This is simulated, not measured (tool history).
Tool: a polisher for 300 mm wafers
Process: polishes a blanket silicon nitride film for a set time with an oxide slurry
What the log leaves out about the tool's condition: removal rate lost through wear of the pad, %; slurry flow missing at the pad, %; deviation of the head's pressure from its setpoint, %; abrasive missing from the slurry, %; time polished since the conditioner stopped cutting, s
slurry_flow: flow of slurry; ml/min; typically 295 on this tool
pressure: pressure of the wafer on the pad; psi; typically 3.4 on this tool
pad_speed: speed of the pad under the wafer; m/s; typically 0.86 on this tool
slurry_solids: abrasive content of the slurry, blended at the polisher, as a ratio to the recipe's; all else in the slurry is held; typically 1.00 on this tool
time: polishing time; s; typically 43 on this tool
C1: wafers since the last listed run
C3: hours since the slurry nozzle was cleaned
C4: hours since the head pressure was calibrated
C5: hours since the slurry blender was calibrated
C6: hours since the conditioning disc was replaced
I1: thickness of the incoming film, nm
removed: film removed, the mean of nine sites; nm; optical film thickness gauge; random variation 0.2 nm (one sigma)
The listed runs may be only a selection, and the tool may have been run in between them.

run 1 day=0.000 | slurry_flow=295 pressure=3.4 pad_speed=0.86 slurry_solids=1.00 time=43 | C1=0 wafers_polished_on_this_pad=284 C3=175.9 C4=1276.3 C5=312.7 C6=128.3 | I1=560.7 | removed=21.2
run 2 day=0.546 | slurry_flow=295 pressure=3.4 pad_speed=0.86 slurry_solids=1.00 time=43 | C1=137 wafers_polished_on_this_pad=421 C3=189.0 C4=1289.4 C5=325.8 C6=141.4 | I1=554.0 | removed=20.7
run 3 day=1.171 | slurry_flow=295 pressure=3.4 pad_speed=0.86 slurry_solids=1.00 time=43 | C1=157 wafers_polished_on_this_pad=578 C3=204.0 C4=1304.4 C5=340.8 C6=156.4 | I1=562.3 | removed=21.0
-- day=1.396 head pressure recalibrated
run 4 day=1.567 | slurry_flow=295 pressure=3.4 pad_speed=0.86 slurry_solids=1.00 time=43 | C1=78 wafers_polished_on_this_pad=657 C3=213.5 C4=4.1 C5=350.3 C6=165.9 | I1=562.3 | removed=20.8
run 5 day=1.842 | slurry_flow=295 pressure=3.4 pad_speed=0.86 slurry_solids=1.00 time=43 | C1=69 wafers_polished_on_this_pad=726 C3=220.1 C4=10.7 C5=356.9 C6=172.5 | I1=556.9 | removed=20.7
-- day=2.396 worn pad replaced by a new one
run 6 day=2.417 | slurry_flow=295 pressure=3.4 pad_speed=0.86 slurry_solids=1.00 time=43 | C1=102 wafers_polished_on_this_pad=4 C3=233.9 C4=24.5 C5=370.7 C6=186.3 | I1=557.8 | removed=20.9
run 7 day=2.779 | slurry_flow=295 pressure=3.4 pad_speed=0.86 slurry_solids=1.00 time=43 | C1=91 wafers_polished_on_this_pad=96 C3=242.6 C4=33.2 C5=379.4 C6=195.0 | I1=558.2 | removed=20.8
run 8 day=3.492 | slurry_flow=295 pressure=3.4 pad_speed=0.86 slurry_solids=1.00 time=43 | C1=179 wafers_polished_on_this_pad=275 C3=259.7 C4=50.3 C5=396.5 C6=212.1 | I1=564.8 | removed=20.5
run 9 day=3.958 | slurry_flow=295 pressure=3.4 pad_speed=0.70 slurry_solids=1.00 time=43 | C1=117 wafers_polished_on_this_pad=392 C3=270.9 C4=61.5 C5=407.7 C6=223.3 | I1=559.2 | removed=17.6
run 10 day=4.442 | slurry_flow=295 pressure=3.4 pad_speed=0.86 slurry_solids=1.00 time=50 | C1=121 wafers_polished_on_this_pad=514 C3=282.5 C4=73.1 C5=419.3 C6=234.9 | I1=547.9 | removed=24.1
-- day=4.688 conditioning disc replaced and pad reconditioned
run 11 day=4.929 | slurry_flow=235 pressure=3.4 pad_speed=0.86 slurry_solids=0.85 time=43 | C1=101 wafers_polished_on_this_pad=616 C3=294.2 C4=84.8 C5=431.0 C6=5.8 | I1=564.0 | removed=18.2
-- day=5.271 worn pad replaced by a new one
run 12 day=5.379 | slurry_flow=295 pressure=3.4 pad_speed=0.86 slurry_solids=1.30 time=43 | C1=71 wafers_polished_on_this_pad=26 C3=305.0 C4=95.6 C5=441.8 C6=16.6 | I1=569.1 | removed=21.7
-- day=5.704 slurry blender recalibrated
run 13 day=6.038 | slurry_flow=295 pressure=4.1 pad_speed=0.86 slurry_solids=1.00 time=43 | C1=144 wafers_polished_on_this_pad=171 C3=320.8 C4=111.4 C5=8.0 C6=32.4 | I1=561.4 | removed=23.6
run 14 day=6.546 | slurry_flow=295 pressure=4.2 pad_speed=0.86 slurry_solids=1.00 time=43 | C1=127 wafers_polished_on_this_pad=299 C3=333.0 C4=123.6 C5=20.2 C6=44.6 | I1=567.0 | removed=23.9
run 15 day=6.946 | slurry_flow=295 pressure=3.4 pad_speed=0.86 slurry_solids=1.00 time=43 | C1=100 wafers_polished_on_this_pad=400 C3=342.6 C4=133.2 C5=29.8 C6=54.2 | I1=548.7 | removed=19.7
run 16 day=7.771 | slurry_flow=295 pressure=3.4 pad_speed=0.86 slurry_solids=1.00 time=43 | C1=207 wafers_polished_on_this_pad=607 C3=362.4 C4=153.0 C5=49.6 C6=74.0 | I1=558.4 | removed=19.8
run 17 day=8.262 | slurry_flow=295 pressure=4.3 pad_speed=0.86 slurry_solids=1.00 time=30 | C1=123 wafers_polished_on_this_pad=731 C3=374.2 C4=164.8 C5=61.4 C6=85.8 | I1=569.8 | removed=17.4
-- day=8.500 conditioning disc replaced and pad reconditioned, repeated, since the last time left the tool worse
-- day=8.708 slurry nozzle cleaned
-- day=8.833 worn pad replaced by a new one
run 18 day=8.958 | slurry_flow=295 pressure=3.4 pad_speed=0.86 slurry_solids=1.00 time=43 | C1=111 wafers_polished_on_this_pad=31 C3=6.0 C4=181.5 C5=78.1 C6=11.0 | I1=559.1 | removed=21.4
run 19 day=9.467 | slurry_flow=295 pressure=3.4 pad_speed=0.86 slurry_solids=0.75 time=43 | C1=127 wafers_polished_on_this_pad=159 C3=18.2 C4=193.7 C5=90.3 C6=23.2 | I1=559.8 | removed=19.7
run 20 day=10.146 | slurry_flow=295 pressure=4.2 pad_speed=0.86 slurry_solids=1.00 time=30 | C1=170 wafers_polished_on_this_pad=330 C3=34.5 C4=210.0 C5=106.6 C6=39.5 | I1=567.3 | removed=18.5
run 21 day=10.542 | slurry_flow=210 pressure=2.7 pad_speed=0.86 slurry_solids=1.20 time=43 | C1=99 wafers_polished_on_this_pad=430 C3=44.0 C4=219.5 C5=116.1 C6=49.0 | I1=565.4 | removed=17.7
run 22 day=11.233 | slurry_flow=295 pressure=3.4 pad_speed=0.62 slurry_solids=1.10 time=43 | C1=174 wafers_polished_on_this_pad=604 C3=60.6 C4=236.1 C5=132.7 C6=65.6 | I1=552.9 | removed=17.3
run 23 day=11.571 | slurry_flow=295 pressure=3.4 pad_speed=1.06 slurry_solids=1.00 time=43 | C1=84 wafers_polished_on_this_pad=689 C3=68.7 C4=244.2 C5=140.8 C6=73.7 | I1=555.5 | removed=25.0
-- day=12.142 worn pad replaced by a new one
run 24 day=12.162 | slurry_flow=260 pressure=3.4 pad_speed=0.86 slurry_solids=0.75 time=43 | C1=106 wafers_polished_on_this_pad=5 C3=82.9 C4=258.4 C5=155.0 C6=87.9 | I1=559.6 | removed=18.9
run 25 day=12.262 | slurry_flow=250 pressure=3.4 pad_speed=0.86 slurry_solids=1.00 time=31 | C1=25 wafers_polished_on_this_pad=30 C3=85.3 C4=260.8 C5=157.4 C6=90.3 | I1=564.4 | removed=15.0

Hidden state at the last listed run before each entry between runs and at the first one after, where it differs:
Runs 3 to 4: head pressure recalibrated (day 1.396)
  time polished since the conditioner stopped cutting, s: 41 -> 45.2
  what was measured, less what the result would be without the hidden state, removed: -0.5 -> -0.5 nm
Runs 5 to 6: worn pad replaced by a new one (day 2.396)
  time polished since the conditioner stopped cutting, s: 48.3 -> 55.1
  what was measured, less what the result would be without the hidden state, removed: -0.6 -> -0.7 nm
Runs 10 to 11: conditioning disc replaced and pad reconditioned (day 4.688)
  time polished since the conditioner stopped cutting, s: 83.2 -> 151
  what was measured, less what the result would be without the hidden state, removed: -1.1 -> -1.5 nm
Runs 11 to 12: worn pad replaced by a new one (day 5.271)
  nothing in the hidden state changes from one run to the other
  what was measured, less what the result would be without the hidden state, removed: -1.5 -> -1.8 nm
Runs 12 to 13: slurry blender recalibrated (day 5.704)
  time polished since the conditioner stopped cutting, s: 151 -> 152
  what was measured, less what the result would be without the hidden state, removed: -1.8 -> -2.4 nm
Runs 17 to 18: conditioning disc replaced and pad reconditioned, repeated, since the last time left the tool worse (day 8.500); slurry nozzle cleaned (day 8.708); worn pad replaced by a new one (day 8.833)
  time polished since the conditioner stopped cutting, s: 161 -> 0.841
  what was measured, less what the result would be without the hidden state, removed: -1.9 -> -0.1 nm
Runs 23 to 24: worn pad replaced by a new one (day 12.142)
  time polished since the conditioner stopped cutting, s: 8.13 -> 11.3
  what was measured, less what the result would be without the hidden state, removed: -0.2 -> -0.2 nm

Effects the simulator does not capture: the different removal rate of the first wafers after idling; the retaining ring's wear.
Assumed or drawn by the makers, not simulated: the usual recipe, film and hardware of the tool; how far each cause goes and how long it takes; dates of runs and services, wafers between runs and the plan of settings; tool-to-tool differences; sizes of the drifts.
